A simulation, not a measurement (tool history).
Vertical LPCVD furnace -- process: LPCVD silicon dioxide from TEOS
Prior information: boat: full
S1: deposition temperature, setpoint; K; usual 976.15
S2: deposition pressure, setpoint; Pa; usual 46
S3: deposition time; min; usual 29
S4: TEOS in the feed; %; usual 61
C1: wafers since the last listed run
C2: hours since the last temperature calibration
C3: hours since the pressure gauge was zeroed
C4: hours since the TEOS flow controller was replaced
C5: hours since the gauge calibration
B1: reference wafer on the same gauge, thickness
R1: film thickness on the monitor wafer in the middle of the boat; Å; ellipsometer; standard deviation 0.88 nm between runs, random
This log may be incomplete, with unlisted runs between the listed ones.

run,hour,S1,S2,S3,S4,C1,C2,C3,C4,C5,B1,R1
1,0,976.15,46,29,61,0,649.3,1024.6,3929.1,1018.6,203.16,2209.4
2,100.6,976.15,46,29,61,1064,749.9,1125.2,4029.7,1119.2,202.74,2240.3
3,138,976.15,46,29,61,395,787.3,1162.6,4067.1,1156.6,203.13,2226.7
4,191.2,976.15,46,29,61,562,840.5,1215.8,4120.3,1209.8,203.13,2237.2
5,238.5,976.15,46,29,61,500,887.8,1263.1,4167.6,1257.1,203.04,2226.6
6,485.8,976.15,46,29,61,2616,1135.1,1510.4,4414.9,1504.4,202.87,2264.8
7,548.4,976.15,46,29,56,662,1197.7,1573,4477.5,1567,202.98,2141.8
8,616.9,976.15,46,29,56,724,1266.2,1641.5,4546,1635.5,202.92,2162.9
9,670.5,976.15,46,29,56,567,1319.8,1695.1,4599.6,1689.1,202.97,2184.3
10,774.4,976.15,46,29,61,1099,1423.7,1799,4703.5,1793,202.95,2282.2
11,837.8,976.15,46,29,61,670,1487.1,1862.4,4766.9,1856.4,202.87,2289.6
12,884.6,976.15,54,24,69,495,1533.9,1909.2,4813.7,1903.2,202.95,2176.5
13,952.1,976.15,46,29,61,714,1601.4,1976.7,4881.2,1970.7,203.03,2294.2
# hour 977.9: gauge calibrated
# hour 987.6: thermocouples replaced and temperature profile calibrated
# hour 1109.1: TEOS flow controller replaced
14,1232.4,981.15,54.7,19,68,2457,244.8,2257,123.3,254.5,202.98,1873.9
15,1314.8,976.15,46,29,61,871,327.2,2339.4,205.7,336.9,203.09,2203.3
# hour 1364.1: pressure gauge zeroed
16,1394.4,969.15,35.3,33,56,588,406.8,30.3,285.3,416.5,203.04,1754.7
17,1438.4,972.15,56.7,19,55,465,450.8,74.3,329.3,460.5,202.81,1369.7
18,1481.1,967.15,46,35,61,451,493.5,117,372,503.2,203.12,2126.1
19,1546.6,976.15,46,23.5,54,692,559,182.5,437.5,568.7,202.96,1671.7
20,1634.2,976.15,46,29,61,926,646.6,270.1,525.1,656.3,202.8,2199.3
21,1733.6,966.15,46,29,54,1051,746,369.5,624.5,755.7,202.97,1643.2
22,1795.1,976.15,46,29,61,650,807.5,431,686,817.2,202.98,2208.8
23,1900.4,976.15,46,24.5,55,1114,912.8,536.3,791.3,922.5,203.12,1780.5

4 ways to go on from here, each from the tool as it stands after run 23. What would each give?
A,1905.1,976.15,40.7,29,61,49,917.5,541,796,927.2,?,?
B,1905.1,967.15,46,29,49,49,917.5,541,796,927.2,?,?
C,1905.1,973.15,41.3,19.5,68,49,917.5,541,796,927.2,?,?
D,1905.1,976.15,40,38.5,61,49,917.5,541,796,927.2,?,?

run,B1,R1
A,203.11,2090.7
B,203.11,1614.1
C,203.11,1395.8
D,203.11,2753.2
Without the tool's unlogged condition, the same runs would have read:
run,R1
A,2036.8
B,1573.8
C,1359.9
D,2681.8
